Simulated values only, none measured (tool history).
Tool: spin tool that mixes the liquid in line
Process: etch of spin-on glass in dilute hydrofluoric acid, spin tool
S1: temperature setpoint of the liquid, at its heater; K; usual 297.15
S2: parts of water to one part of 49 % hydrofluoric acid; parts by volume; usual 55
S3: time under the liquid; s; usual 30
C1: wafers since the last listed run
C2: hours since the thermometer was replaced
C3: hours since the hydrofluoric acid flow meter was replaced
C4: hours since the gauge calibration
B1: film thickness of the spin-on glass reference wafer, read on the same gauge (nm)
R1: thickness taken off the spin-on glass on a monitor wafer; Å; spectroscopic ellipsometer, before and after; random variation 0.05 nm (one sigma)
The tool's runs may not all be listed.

Run 1, hour 0.0: usual settings; C1 0; C2 2651.3; C3 855.4; C4 147.8; B1 149.98. Result: R1 244.4 Å.
Run 2, hour 6.4: usual settings; C1 120; C2 2657.7; C3 861.8; C4 154.2; B1 149.96. Result: R1 244.3 Å.
Run 3, hour 14.0: usual settings but S3 35 s; C1 143; C2 2665.3; C3 869.4; C4 161.8; B1 149.97. Result: R1 286.7 Å.
Run 4, hour 31.3: usual settings but S1 298.15 K; C1 326; C2 2682.6; C3 886.7; C4 179.1; B1 149.98. Result: R1 255.5 Å.
Run 5, hour 44.2: usual settings; C1 243; C2 2695.5; C3 899.6; C4 192.0; B1 150.06. Result: R1 246.1 Å.
Run 6, hour 56.8: usual settings but S2 45 parts by volume; C1 237; C2 2708.1; C3 912.2; C4 204.6; B1 149.97. Result: R1 304.8 Å.
Run 7, hour 71.7: usual settings but S2 45 parts by volume; C1 281; C2 2723.0; C3 927.1; C4 219.5; B1 149.96. Result: R1 303.7 Å.
Run 8, hour 80.6: usual settings but S1 299.15 K; C1 167; C2 2731.9; C3 936.0; C4 228.4; B1 150.02. Result: R1 266.9 Å.
Run 9, hour 93.4: usual settings but S1 299.15 K; C1 241; C2 2744.7; C3 948.8; C4 241.2; B1 149.97. Result: R1 267.7 Å.
Run 10, hour 101.4: usual settings but S2 65 parts by volume; C1 151; C2 2752.7; C3 956.8; C4 249.2; B1 150.02. Result: R1 206.6 Å.
Run 11, hour 117.5: usual settings; C1 303; C2 2768.8; C3 972.9; C4 265.3; B1 150.03. Result: R1 247.5 Å.
Run 12, hour 124.3: usual settings; C1 128; C2 2775.6; C3 979.7; C4 272.1; B1 149.95. Result: R1 247.5 Å.
Run 13, hour 133.8: usual settings; C1 179; C2 2785.1; C3 989.2; C4 281.6; B1 149.97. Result: R1 248.2 Å.
Run 14, hour 146.0: usual settings but S1 298.65 K, S3 25 s; C1 230; C2 2797.3; C3 1001.4; C4 293.8; B1 150.00. Result: R1 220.1 Å.
Run 15, hour 158.6: usual settings; C1 237; C2 2809.9; C3 1014.0; C4 306.4; B1 149.99. Result: R1 247.3 Å.
Run 16, hour 171.0: usual settings; C1 234; C2 2822.3; C3 1026.4; C4 318.8; B1 150.02. Result: R1 248.0 Å.
Run 17, hour 186.6: usual settings but S1 298.65 K; C1 294; C2 2837.9; C3 1042.0; C4 334.4; B1 149.97. Result: R1 264.4 Å.
At hour 187.7: hydrofluoric acid flow meter replaced.
At hour 188.3: gauge calibrated.
At hour 192.4: thermometer replaced.
Run 18, hour 198.9: usual settings but S2 35 parts by volume, S3 20 s; C1 194; C2 6.5; C3 11.2; C4 10.6; B1 149.97. Result: R1 228.0 Å.
Run 19, hour 209.4: usual settings; C1 198; C2 17.0; C3 21.7; C4 21.1; B1 150.03. Result: R1 211.9 Å.
Run 20, hour 220.5: usual settings but S1 292.65 K, S2 30 parts by volume; C1 209; C2 28.1; C3 32.8; C4 32.2; B1 149.97. Result: R1 332.6 Å.
Run 21, hour 234.3: usual settings but S1 298.65 K, S2 25 parts by volume, S3 40 s; C1 260; C2 41.9; C3 46.6; C4 46.0; B1 150.00. Result: R1 689.3 Å.
Run 22, hour 243.6: usual settings; C1 175; C2 51.2; C3 55.9; C4 55.3; B1 149.97. Result: R1 212.5 Å.
Run 23, hour 253.6: usual settings; C1 188; C2 61.2; C3 65.9; C4 65.3; B1 150.01. Result: R1 212.5 Å.
Run 24, hour 263.5: usual settings but S1 293.15 K, S2 35 parts by volume; C1 186; C2 71.1; C3 75.8; C4 75.2; B1 150.04. Result: R1 290.4 Å.
Run 25, hour 281.1: usual settings; C1 332; C2 88.7; C3 93.4; C4 92.8; B1 149.99. Result: R1 213.8 Å.
Run 26, hour 298.3: usual settings but S1 301.65 K, S3 40 s; C1 324; C2 105.9; C3 110.6; C4 110.0; B1 149.96. Result: R1 340.7 Å.
Run 27, hour 311.7: usual settings but S1 300.15 K, S2 25 parts by volume, S3 40 s; C1 252; C2 119.3; C3 124.0; C4 123.4; B1 149.97. Result: R1 739.8 Å.
Run 28, hour 326.4: usual settings but S1 292.15 K; C1 277; C2 134.0; C3 138.7; C4 138.1; B1 149.97. Result: R1 174.6 Å.
Run 29, hour 342.2: usual settings but S1 292.15 K, S2 75 parts by volume, S3 15 s; C1 298; C2 149.8; C3 154.5; C4 153.9; B1 149.99. Result: R1 62.6 Å.

Some steps in R1 between neighbouring runs. How much of each would the tool show without its hidden state too (settings, what came in, random variation), and how much is left for the hidden state, with any gauge scatter that isn't in both results?
The hidden state here: liquid hotter than its thermometer reads (K); hydrofluoric acid flow above the setpoint (%); gauge reads high (%).
Run 17 -> 18: S1 298.65 -> 297.15, S2 55 -> 35, S3 30 -> 20, hydrofluoric acid flow meter replaced, gauge calibrated, thermometer replaced. R1 -36.4 Å: hidden state -39.2, all else +2.8.
Run 21 -> 22: S1 298.65 -> 297.15, S2 25 -> 55, S3 40 -> 30. R1 -476.8 Å: hidden state -6.3, all else -470.5.
Run 27 -> 28: S1 300.15 -> 292.15, S2 25 -> 55, S3 40 -> 30. R1 -565.2 Å: hidden state -11.2, all else -554.0.

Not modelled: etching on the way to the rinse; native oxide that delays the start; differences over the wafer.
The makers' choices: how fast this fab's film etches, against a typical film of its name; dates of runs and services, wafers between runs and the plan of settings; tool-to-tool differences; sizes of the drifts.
